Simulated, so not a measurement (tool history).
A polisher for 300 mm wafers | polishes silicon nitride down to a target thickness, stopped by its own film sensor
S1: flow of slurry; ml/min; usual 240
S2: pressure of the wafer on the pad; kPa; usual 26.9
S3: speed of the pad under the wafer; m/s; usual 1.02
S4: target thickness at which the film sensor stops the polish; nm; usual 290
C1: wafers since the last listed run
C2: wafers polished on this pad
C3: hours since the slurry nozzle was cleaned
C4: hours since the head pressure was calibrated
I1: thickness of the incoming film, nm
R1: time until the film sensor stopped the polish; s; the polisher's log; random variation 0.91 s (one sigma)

run   hour   S1    S2    S3   S4   C1    C2     C3      C4     I1    R1
  1    0.0  240  26.9  1.30  290    0  1152  416.6  1058.3  446.9  73.6
       0.6  -- worn pad replaced by a new one
      16.2  -- slurry nozzle cleaned
  2   35.4  240  26.9  1.30  290  285   285   19.2  1093.7  441.9  68.7
  3   68.9  240  26.9  1.30  290  283   568   52.7  1127.2  434.8  67.1
     137.5  -- worn pad replaced by a new one
  4  138.0  240  26.9  1.02  290  550     4  121.8  1196.3  435.2  76.8
  5  163.4  240  26.9  1.02  290  214   219  147.2  1221.7  445.9  84.5
     240.7  -- head pressure recalibrated
  6  245.6  240  26.9  1.02  290  677   896  229.4     4.9  434.0  77.0
  7  263.3  240  26.9  1.02  290  149  1046  247.1    22.6  436.2  79.6
     268.7  -- worn pad replaced by a new one
  8  294.7  240  26.9  1.02  290  231   219  278.5    54.0  431.8  77.2
  9  312.5  240  26.9  1.02  290  150   370  296.3    71.8  437.1  80.2
 10  330.3  240  26.9  1.02  290  150   520  314.1    89.6  437.1  79.3
 11  343.5  200  26.9  1.02  290  111   631  327.3   102.8  441.3  81.8
 12  379.0  200  26.9  1.02  290  299   931  362.8   138.3  435.4  79.5
 13  393.1  200  26.9  1.02  290  119  1051  376.9   152.4  442.0  86.5
     416.2  -- worn pad replaced by a new one
 14  422.9  200  33.8  0.84  268  218    56  406.7   182.2  447.7  93.1
 15  456.3  240  26.9  1.02  290  282   338  440.1   215.6  445.7  84.1
 16  492.2  240  26.9  1.02  290  303   642  476.0   251.5  440.4  82.7
 17  505.7  260  34.5  0.92  312  114   756  489.5   265.0  438.9  59.9
     509.1  -- slurry nozzle cleaned
 18  527.3  160  26.9  1.02  290  174   930   18.2   286.6  440.8  88.0
     544.5  -- worn pad replaced by a new one
 19  546.8  315  26.9  0.74  325  130    19   37.7   306.1  439.8  77.5
 20  570.8  240  26.9  1.22  290  202   221   61.7   330.1  436.7  73.2
 21  592.1  265  33.8  1.36  321  179   401   83.0   351.4  441.7  46.1
 22  645.5  320  33.1  1.30  329  451   853  136.4   404.8  433.2  41.2
     671.5  -- worn pad replaced by a new one
 23  672.0  200  26.9  1.02  290  190     3  162.9   431.3  438.9  88.3
 24  687.5  240  26.9  1.02  290  130   134  178.4   446.8  446.0  88.8
     688.8  -- slurry nozzle cleaned, repeated, since the last time left the tool worse
 25  716.7  280  17.9  1.34  334  238   373   27.9   476.0  440.4  64.6
 26  744.7  240  26.9  1.32  341  236   609   55.9   504.0  435.2  43.4

Forecast each of these 4 alternatives for the next run:
  A  745.1  240  26.9  1.02  290   3  613  56.3  504.4  438.6   ?
  B  745.1  275  26.9  1.02  290   3  613  56.3  504.4  438.6   ?
  C  745.1  240  22.1  1.02  243   3  613  56.3  504.4  438.6   ?
  D  745.1  185  19.3  1.32  272   3  613  56.3  504.4  438.6   ?

run     R1
  A   78.5
  B   77.5
  C  121.3
  D   99.1
Without the tool's hidden state the same runs would have given:
run     R1
  A   77.8
  B   76.9
  C  120.3
  D   98.1
